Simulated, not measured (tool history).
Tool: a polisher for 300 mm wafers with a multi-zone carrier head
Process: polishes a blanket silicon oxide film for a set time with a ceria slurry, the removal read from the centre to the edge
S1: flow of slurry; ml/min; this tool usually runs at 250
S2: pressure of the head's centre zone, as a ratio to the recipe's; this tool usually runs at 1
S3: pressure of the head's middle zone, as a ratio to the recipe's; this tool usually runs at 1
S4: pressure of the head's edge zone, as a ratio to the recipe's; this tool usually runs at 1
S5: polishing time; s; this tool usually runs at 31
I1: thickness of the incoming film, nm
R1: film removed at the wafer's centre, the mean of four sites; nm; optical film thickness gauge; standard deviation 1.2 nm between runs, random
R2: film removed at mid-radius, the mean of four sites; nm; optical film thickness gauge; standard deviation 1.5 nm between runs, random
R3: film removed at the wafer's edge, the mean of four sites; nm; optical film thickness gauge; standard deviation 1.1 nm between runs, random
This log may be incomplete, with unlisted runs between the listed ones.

run,hour,S1,S2,S3,S4,S5,I1,R1,R2,R3
1,0,250,1,1,1,31,1104.9,127,121.8,124.5
2,41.4,250,1,1,1,31,1098,127.5,124.9,122.2
3,137.4,250,1,0.94,1,31,1110.2,128.3,113.9,119.1
# hour 148.4: carrier head's membrane replaced by a new one
4,210,250,1,0.94,1,31,1104.8,126.9,111.8,116.7
# hour 243.8: worn pad replaced by a new one
5,252.6,250,1,0.94,1,31,1081.6,137,116.2,125.1
# hour 267.4: slurry nozzle cleaned
# hour 293.5: centre zone pressure recalibrated
6,326.5,250,1,1,0.91,31,1101.3,123.8,122,118.8
7,423.5,250,1,1,0.91,31,1092.5,119.8,119.7,115.2
# hour 484.5: worn pad replaced by a new one
8,493.5,250,1,1,0.91,31,1110.6,131.2,124.2,122.2
9,582.7,250,1,1,1.1,31,1098.6,126.6,122.4,125.3
10,633.2,250,1,0.93,1,31,1081.3,124.6,111.8,121.6
# hour 674.1: slurry nozzle cleaned
11,689.2,175,1,1,1.1,31,1102.8,121.7,117.1,122.5
12,755.6,195,1,1.07,1.06,31,1093.3,121.3,122.1,119.2
# hour 767.3: centre zone pressure recalibrated
# hour 779.2: worn pad replaced by a new one
# hour 782.6: edge zone pressure recalibrated
13,832.1,200,1,1,1,31,1118,123.6,120.7,121.8
14,884.4,190,1.06,1,1,23,1092.6,94.9,86.9,88.5
15,936.4,250,1,1,1.06,23,1095.6,92.3,86.8,89.9
# hour 1009.2: carrier head's membrane replaced by a new one
# hour 1009.5: slurry nozzle cleaned
16,1034.5,250,0.95,1.04,1,41,1100.4,153,160.4,154.6
# hour 1090.6: worn pad replaced by a new one
17,1138.3,250,1,1,1,31,1118.2,130.1,122.7,123
18,1191.4,250,1,0.94,1,31,1083.3,129.5,115.1,123
19,1267.8,250,1,1.08,1,31,1100.2,130.4,123.4,120.4
# hour 1337.2: worn pad replaced by a new one
# hour 1337.3: slurry nozzle cleaned
20,1340.6,220,1.07,1,0.96,31,1107.5,147.9,124,123.9
# hour 1365.9: centre zone pressure recalibrated
21,1396.2,310,0.95,0.96,1.08,31,1086.7,124.3,123.3,127.9

Forecast each of these 4 alternatives for the next run:
A,1396.6,250,1,1,1,36,1090.6,?,?,?
B,1396.6,250,1,1.12,1.09,31,1090.6,?,?,?
C,1396.6,250,1.05,1.12,1.06,27,1090.6,?,?,?
D,1396.6,250,0.94,0.94,1,31,1090.6,?,?,?

run,R1,R2,R3
A,147.2,142.6,144.1
B,126.9,135.2,127.1
C,116,117.7,109.8
D,119,116.6,124.2
Without the tool's unlogged condition, the same runs would have read:
run,R1,R2,R3
A,147.8,145,146.6
B,127.4,137.5,129.3
C,116.5,119.7,111.6
D,119.5,118.6,126.3
